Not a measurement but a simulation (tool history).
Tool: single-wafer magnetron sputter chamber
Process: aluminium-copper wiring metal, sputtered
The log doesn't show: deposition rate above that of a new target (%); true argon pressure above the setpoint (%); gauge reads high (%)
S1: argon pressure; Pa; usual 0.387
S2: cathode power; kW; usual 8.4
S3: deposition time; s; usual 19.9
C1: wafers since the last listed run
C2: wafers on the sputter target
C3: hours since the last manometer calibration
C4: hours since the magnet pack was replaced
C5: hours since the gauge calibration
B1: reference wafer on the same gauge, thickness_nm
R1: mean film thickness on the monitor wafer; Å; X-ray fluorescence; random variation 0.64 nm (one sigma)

run 1 day=0 | S1=0.387 S2=8.4 S3=19.9 | C1=0 C2=10608 C3=1371.4 C4=3838 C5=608.2 | B1=297.008 | R1=2965.82
run 2 day=1.033 | S1=0.387 S2=8.4 S3=19.9 | C1=1037 C2=11645 C3=1396.2 C4=3862.8 C5=633 | B1=296.707 | R1=2959.74
-- day=1.938 capacitance manometer re-zeroed and calibrated
run 3 day=2.558 | S1=0.387 S2=8.4 S3=19.9 | C1=1196 C2=12841 C3=14.9 C4=3899.4 C5=669.6 | B1=296.887 | R1=2970.97
run 4 day=5.071 | S1=0.387 S2=7.9 S3=19.9 | C1=2521 C2=15363 C3=75.2 C4=3959.7 C5=729.9 | B1=297.057 | R1=2793.94
-- day=6.488 sputter target and shields replaced
run 5 day=7.917 | S1=0.387 S2=7.9 S3=19.9 | C1=2521 C2=1433 C3=143.5 C4=4028 C5=798.2 | B1=296.906 | R1=2723.83
run 6 day=9.679 | S1=0.387 S2=7.9 S3=19.9 | C1=1769 C2=3202 C3=185.8 C4=4070.3 C5=840.5 | B1=297.044 | R1=2703.14
run 7 day=12.35 | S1=0.387 S2=6.75 S3=19.9 | C1=2680 C2=5883 C3=249.9 C4=4134.4 C5=904.6 | B1=296.973 | R1=2313.37
run 8 day=13.592 | S1=0.387 S2=8.4 S3=19.9 | C1=1246 C2=7129 C3=279.7 C4=4164.2 C5=934.4 | B1=296.955 | R1=2887.86
run 9 day=15.958 | S1=0.387 S2=8.4 S3=19.9 | C1=2375 C2=9505 C3=336.5 C4=4221 C5=991.2 | B1=297.048 | R1=2860.32
-- day=18.5 magnet pack replaced
run 10 day=18.521 | S1=0.452 S2=9.75 S3=19.9 | C1=2237 C2=11743 C3=398 C4=0.5 C5=1052.7 | B1=297.149 | R1=3228.58
run 11 day=19.483 | S1=0.387 S2=8.4 S3=19.9 | C1=966 C2=12709 C3=421.1 C4=23.6 C5=1075.8 | B1=296.857 | R1=2857.23
-- day=20.996 sputter target and shields replaced, repeated, since the last time left the tool worse
run 12 day=22.025 | S1=0.387 S2=8.4 S3=19.9 | C1=2216 C2=1034 C3=482.1 C4=84.6 C5=1136.8 | B1=297.156 | R1=2994.67
run 13 day=23.408 | S1=0.387 S2=8.4 S3=19.9 | C1=1388 C2=2423 C3=515.3 C4=117.8 C5=1170 | B1=296.637 | R1=2992.13
run 14 day=25.458 | S1=0.387 S2=8.4 S3=19.9 | C1=2057 C2=4481 C3=564.5 C4=167 C5=1219.2 | B1=297.172 | R1=2994.69
run 15 day=28.429 | S1=0.512 S2=7.35 S3=23.1 | C1=2982 C2=7463 C3=635.8 C4=238.3 C5=1290.5 | B1=297.187 | R1=2877.56
-- day=29.854 gauge calibrated
run 16 day=30.238 | S1=0.387 S2=7.9 S3=19.9 | C1=1815 C2=9278 C3=679.2 C4=281.7 C5=9.2 | B1=296.888 | R1=2791.87
run 17 day=31.796 | S1=0.387 S2=8.4 S3=19.9 | C1=1564 C2=10842 C3=716.6 C4=319.1 C5=46.6 | B1=297.204 | R1=2970.61
run 18 day=34 | S1=0.246 S2=7.4 S3=18.1 | C1=2212 C2=13054 C3=769.5 C4=372 C5=99.5 | B1=297.033 | R1=2516.77
run 19 day=35.904 | S1=0.334 S2=9.85 S3=19.9 | C1=1911 C2=14966 C3=815.2 C4=417.7 C5=145.2 | B1=296.969 | R1=3541.22
run 20 day=37.946 | S1=0.387 S2=8.4 S3=19.9 | C1=2049 C2=17015 C3=864.2 C4=466.7 C5=194.2 | B1=296.86 | R1=2952.3
-- day=39.333 sputter target and shields replaced
run 21 day=39.354 | S1=0.456 S2=7.7 S3=23.2 | C1=1079 C2=20 C3=898 C4=500.5 C5=228 | B1=296.94 | R1=3127.07
run 22 day=41.638 | S1=0.387 S2=8.4 S3=19.9 | C1=2291 C2=2312 C3=952.8 C4=555.3 C5=282.8 | B1=297.049 | R1=3006.47
run 23 day=44.329 | S1=0.387 S2=8.4 S3=19.9 | C1=2701 C2=5014 C3=1017.4 C4=619.9 C5=347.4 | B1=296.794 | R1=2984.64
run 24 day=45.708 | S1=0.504 S2=8.4 S3=16.3 | C1=1384 C2=6398 C3=1050.5 C4=653 C5=380.5 | B1=296.793 | R1=2321.41
run 25 day=48.412 | S1=0.43 S2=7.05 S3=22.2 | C1=2714 C2=9112 C3=1115.4 C4=717.9 C5=445.4 | B1=296.998 | R1=2738.35
-- day=53.583 capacitance manometer re-zeroed and calibrated
run 26 day=55.808 | S1=0.344 S2=8.4 S3=16.5 | C1=7089 C2=16202 C3=53.4 C4=895.4 C5=622.9 | B1=296.978 | R1=2495.04
-- day=58.179 sputter target and shields replaced
run 27 day=58.725 | S1=0.387 S2=10.1 S3=17.1 | C1=2593 C2=548 C3=123.4 C4=965.4 C5=692.9 | B1=297.07 | R1=3106.66
run 28 day=61.3 | S1=0.31 S2=8.4 S3=19.9 | C1=2584 C2=3132 C3=185.2 C4=1027.2 C5=754.7 | B1=296.961 | R1=3089.98
run 29 day=63.962 | S1=0.387 S2=7.7 S3=18 | C1=2672 C2=5805 C3=249.1 C4=1091.1 C5=818.6 | B1=296.929 | R1=2471.21
run 30 day=66.917 | S1=0.387 S2=8.4 S3=19.9 | C1=2965 C2=8770 C3=320 C4=1162 C5=889.5 | B1=297.208 | R1=2976.54
run 31 day=69.117 | S1=0.387 S2=7.15 S3=23.6 | C1=2208 C2=10979 C3=372.8 C4=1214.8 C5=942.3 | B1=297.182 | R1=3006.38
run 32 day=71.412 | S1=0.387 S2=10.1 S3=19.9 | C1=2304 C2=13283 C3=427.9 C4=1269.9 C5=997.4 | B1=296.943 | R1=3555.98
run 33 day=72.754 | S1=0.387 S2=8.4 S3=19.9 | C1=1346 C2=14630 C3=460.1 C4=1302.1 C5=1029.6 | B1=296.994 | R1=2965.92
run 34 day=75.208 | S1=0.387 S2=8.4 S3=19.9 | C1=2463 C2=17093 C3=519 C4=1361 C5=1088.5 | B1=297.397 | R1=2949.78
-- day=76.875 sputter target and shields replaced
run 35 day=76.896 | S1=0.387 S2=8.4 S3=21.9 | C1=1359 C2=22 C3=559.5 C4=1401.5 C5=1129 | B1=296.939 | R1=3306.94

3 ways to go on from here, each from the tool as it stands after run 35. What would each give?
run A day=76.912 | S1=0.387 S2=8.4 S3=19.9 | C1=16 C2=39 C3=559.9 C4=1401.9 C5=1129.4 | B1=? | R1=?
run B day=76.912 | S1=0.494 S2=8.4 S3=21.9 | C1=16 C2=39 C3=559.9 C4=1401.9 C5=1129.4 | B1=? | R1=?
run C day=76.912 | S1=0.524 S2=9.25 S3=19.9 | C1=16 C2=39 C3=559.9 C4=1401.9 C5=1129.4 | B1=? | R1=?

run=A B1=297.001 R1=2998.62
run=B B1=297.001 R1=3157.56
run=C B1=297.001 R1=3121.12
Without the tool's hidden state the same runs would have given:
run=A R1=3001.17
run=B R1=3160.25
run=C R1=3123.78
